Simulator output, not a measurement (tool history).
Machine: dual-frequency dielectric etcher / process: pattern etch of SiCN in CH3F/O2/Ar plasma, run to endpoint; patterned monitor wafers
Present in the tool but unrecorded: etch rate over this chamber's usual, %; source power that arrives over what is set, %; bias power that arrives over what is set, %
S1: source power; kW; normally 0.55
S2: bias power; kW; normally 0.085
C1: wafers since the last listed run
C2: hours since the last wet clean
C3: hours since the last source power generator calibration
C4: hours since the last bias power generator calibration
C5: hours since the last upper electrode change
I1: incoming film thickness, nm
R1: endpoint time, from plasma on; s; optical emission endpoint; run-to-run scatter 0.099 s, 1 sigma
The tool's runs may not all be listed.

| run | day | S1 | S2 | C1 | C2 | C3 | C4 | C5 | I1 | R1 |
|---|---|---|---|---|---|---|---|---|---|---|
| 1 | 0 | 0.55 | 0.085 | 0 | 349.9 | 1909.1 | 1852.9 | 1630 | 9.14 | 20.1 |
| 2 | 1.271 | 0.55 | 0.085 | 490 | 380.4 | 1939.6 | 1883.4 | 1660.5 | 9.23 | 20.2 |
| 3 | 2.808 | 0.55 | 0.085 | 593 | 417.3 | 1976.5 | 1920.3 | 1697.4 | 9.13 | 20.2 |
| 4 | 5.579 | 0.55 | 0.085 | 1069 | 483.8 | 2043 | 1986.8 | 1763.9 | 9.06 | 20.2 |
|  | 7.354 | wet clean of the chamber |
| 5 | 7.638 | 0.55 | 0.085 | 408 | 6.8 | 2092.4 | 2036.2 | 1813.3 | 9.13 | 19.4 |
| 6 | 8.762 | 0.49 | 0.085 | 434 | 33.8 | 2119.4 | 2063.2 | 1840.3 | 9.08 | 20.7 |
| 7 | 10.662 | 0.55 | 0.085 | 733 | 79.4 | 2165 | 2108.8 | 1885.9 | 9.07 | 19.4 |
| 8 | 12.792 | 0.55 | 0.085 | 821 | 130.5 | 2216.1 | 2159.9 | 1937 | 9.11 | 19.4 |
| 9 | 15.142 | 0.55 | 0.085 | 907 | 186.9 | 2272.5 | 2216.3 | 1993.4 | 9.1 | 19.6 |
| 10 | 16.675 | 0.55 | 0.085 | 591 | 223.7 | 2309.3 | 2253.1 | 2030.2 | 9.14 | 19.7 |
| 11 | 18.233 | 0.55 | 0.085 | 601 | 261.1 | 2346.7 | 2290.5 | 2067.6 | 9.02 | 19.8 |
|  | 19.971 | bias power generator calibrated |
| 12 | 20.775 | 0.55 | 0.091 | 916 | 322.1 | 2407.7 | 19.3 | 2128.6 | 9.09 | 19.6 |
| 13 | 22.65 | 0.55 | 0.091 | 723 | 367.1 | 2452.7 | 64.3 | 2173.6 | 9.03 | 19.5 |
| 14 | 23.808 | 0.55 | 0.091 | 447 | 394.9 | 2480.5 | 92.1 | 2201.4 | 9.07 | 19.7 |
|  | 25.375 | wet clean of the chamber |
| 15 | 25.621 | 0.55 | 0.085 | 313 | 5.9 | 2524 | 135.6 | 2244.9 | 9.07 | 19.2 |
|  | 27.742 | upper electrode replaced |
| 16 | 27.762 | 0.55 | 0.085 | 440 | 57.3 | 2575.4 | 187 | 0.5 | 9.05 | 19.2 |
| 17 | 30.362 | 0.55 | 0.085 | 1003 | 119.7 | 2637.8 | 249.4 | 62.9 | 9.11 | 19.5 |
| 18 | 31.696 | 0.55 | 0.091 | 514 | 151.7 | 2669.8 | 281.4 | 94.9 | 9.08 | 19 |
| 19 | 32.988 | 0.61 | 0.098 | 498 | 182.7 | 2700.8 | 312.4 | 125.9 | 9.11 | 17.7 |
| 20 | 34.271 | 0.55 | 0.085 | 495 | 213.5 | 2731.6 | 343.2 | 156.7 | 9.13 | 19.7 |
| 21 | 35.404 | 0.55 | 0.103 | 437 | 240.7 | 2758.8 | 370.4 | 183.9 | 9.13 | 18.5 |
| 22 | 36.517 | 0.46 | 0.09 | 429 | 267.4 | 2785.5 | 397.1 | 210.6 | 9.1 | 21.5 |
| 23 | 39.383 | 0.45 | 0.085 | 1106 | 336.2 | 2854.3 | 465.9 | 279.4 | 9.13 | 22.5 |
| 24 | 41.271 | 0.67 | 0.076 | 728 | 381.5 | 2899.6 | 511.2 | 324.7 | 9.07 | 18.5 |
|  | 44.212 | wet clean of the chamber |
| 25 | 44.233 | 0.55 | 0.091 | 757 | 0.5 | 2970.7 | 582.3 | 395.8 | 9.12 | 18.8 |
|  | 44.633 | source power generator calibrated |
| 26 | 47.054 | 0.46 | 0.092 | 1024 | 68.2 | 58.1 | 650 | 463.5 | 9.08 | 21 |
| 27 | 50.642 | 0.55 | 0.072 | 1384 | 154.3 | 144.2 | 736.1 | 549.6 | 9.24 | 21 |
| 28 | 52.125 | 0.61 | 0.078 | 572 | 189.9 | 179.8 | 771.7 | 585.2 | 9.16 | 19.3 |
| 29 | 54.554 | 0.41 | 0.075 | 937 | 248.2 | 238.1 | 830 | 643.5 | 9.03 | 24.3 |
| 30 | 55.758 | 0.65 | 0.072 | 464 | 277.1 | 267 | 858.9 | 672.4 | 9.04 | 19.2 |
| 31 | 57.338 | 0.44 | 0.094 | 609 | 315 | 304.9 | 896.8 | 710.3 | 9.14 | 22.1 |
| 32 | 59.692 | 0.45 | 0.085 | 908 | 371.5 | 361.4 | 953.3 | 766.8 | 9.19 | 22.9 |
| 33 | 62.342 | 0.55 | 0.085 | 1022 | 435.1 | 425 | 1016.9 | 830.4 | 9.05 | 20.1 |
| 34 | 63.529 | 0.66 | 0.07 | 458 | 463.6 | 453.5 | 1045.4 | 858.9 | 9.03 | 19.4 |
|  | 65.896 | wet clean of the chamber |
| 35 | 66.508 | 0.69 | 0.095 | 763 | 14.7 | 525 | 1116.9 | 930.4 | 9.17 | 16.6 |
| 36 | 67.642 | 0.55 | 0.095 | 437 | 41.9 | 552.2 | 1144.1 | 957.6 | 9.14 | 18.9 |

Below, some changes in R1 between adjacent runs. For each, the amount present without the hidden state too (settings, incoming material, random variation) and the amount remaining for the hidden state with gauge scatter not shared by both compared results:
Run 4 -> 5: wet clean of the chamber. R1 -0.8 s: hidden state -1, all else +0.2.
Run 14 -> 15: S2 0.091 -> 0.085, wet clean of the chamber. R1 -0.5 s: hidden state -0.8, all else +0.3.
Run 23 -> 24: S1 0.45 -> 0.67, S2 0.085 -> 0.076. R1 -4 s: hidden state +0, all else -4.
Run 28 -> 29: S1 0.61 -> 0.41, S2 0.078 -> 0.075. R1 +5 s: hidden state +0.3, all else +4.7.
Run 29 -> 30: S1 0.41 -> 0.65, S2 0.075 -> 0.072. R1 -5.1 s: hidden state -0.1, all else -5.
Run 34 -> 35: S1 0.66 -> 0.69, S2 0.07 -> 0.095, wet clean of the chamber. R1 -2.8 s: hidden state -1.1, all else -1.7.
